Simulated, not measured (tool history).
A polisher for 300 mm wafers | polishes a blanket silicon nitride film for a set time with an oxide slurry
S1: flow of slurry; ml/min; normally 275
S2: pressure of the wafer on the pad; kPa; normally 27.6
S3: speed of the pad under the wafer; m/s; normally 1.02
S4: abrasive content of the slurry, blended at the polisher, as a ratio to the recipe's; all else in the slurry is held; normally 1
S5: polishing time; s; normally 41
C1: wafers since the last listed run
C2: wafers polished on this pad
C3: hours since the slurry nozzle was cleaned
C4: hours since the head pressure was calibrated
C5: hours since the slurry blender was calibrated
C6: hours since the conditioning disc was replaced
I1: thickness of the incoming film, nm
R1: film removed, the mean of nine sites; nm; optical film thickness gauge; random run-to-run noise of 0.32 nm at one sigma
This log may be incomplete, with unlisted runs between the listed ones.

Run 1, hour 0: usual settings; C1 0; C2 230; C3 434; C4 519.3; C5 203.9; C6 116.9; I1 550.3. Result: R1 32.5 nm.
Run 2, hour 6.4: usual settings but S5 45 s; C1 71; C2 302; C3 440.4; C4 525.7; C5 210.3; C6 123.3; I1 563.9. Result: R1 35.3 nm.
Run 3, hour 18: usual settings but S5 45 s; C1 129; C2 431; C3 452; C4 537.3; C5 221.9; C6 134.9; I1 555.9. Result: R1 35.5 nm.
Run 4, hour 32.3: usual settings but S5 45 s; C1 159; C2 591; C3 466.3; C4 551.6; C5 236.2; C6 149.2; I1 551.1. Result: R1 35.1 nm.
At hour 43.2: worn pad replaced by a new one.
At hour 46.4: head pressure recalibrated.
Run 5, hour 46.9: usual settings; C1 96; C2 19; C3 480.9; C4 0.5; C5 250.8; C6 163.8; I1 556.1. Result: R1 32 nm.
At hour 55.2: conditioning disc replaced and pad reconditioned.
At hour 55.9: slurry nozzle cleaned.
At hour 59: slurry blender recalibrated.
Run 6, hour 59.5: usual settings; C1 87; C2 107; C3 3.6; C4 13.1; C5 0.5; C6 4.3; I1 550.4. Result: R1 32 nm.
Run 7, hour 76.1: usual settings; C1 185; C2 292; C3 20.2; C4 29.7; C5 17.1; C6 20.9; I1 559.1. Result: R1 32.2 nm.
Run 8, hour 88: usual settings but S5 45 s; C1 133; C2 425; C3 32.1; C4 41.6; C5 29; C6 32.8; I1 551.1. Result: R1 35.1 nm.
Run 9, hour 96.8: usual settings but S3 1.28 m/s, S5 29 s; C1 98; C2 524; C3 40.9; C4 50.4; C5 37.8; C6 41.6; I1 566.3. Result: R1 27.4 nm.
At hour 105.5: worn pad replaced by a new one.
Run 10, hour 108: usual settings but S2 32.4 kPa, S5 34 s; C1 80; C2 28; C3 52.1; C4 61.6; C5 49; C6 52.8; I1 557.2. Result: R1 31.3 nm.
Run 11, hour 114.3: usual settings but S1 235 ml/min, S3 1.12 m/s; C1 70; C2 98; C3 58.4; C4 67.9; C5 55.3; C6 59.1; I1 563.6. Result: R1 33.8 nm.
Run 12, hour 126.2: usual settings but S3 0.68 m/s; C1 133; C2 231; C3 70.3; C4 79.8; C5 67.2; C6 71; I1 565. Result: R1 23.4 nm.
Run 13, hour 141: usual settings but S1 365 ml/min, S3 0.68 m/s, S4 1.1, S5 29 s; C1 165; C2 397; C3 85.1; C4 94.6; C5 82; C6 85.8; I1 560.8. Result: R1 17.1 nm.

Run 14 has not been measured yet. What should we expect?
Run 14, hour 147.5: usual settings; C1 72; C2 470; C3 91.6; C4 101.1; C5 88.5; C6 92.3; I1 549.9. Result: R1 ?.

R1: 31.8 nm
On a tool with no hidden condition, and with the same random variation, this run would have come out at R1 31.8 nm.
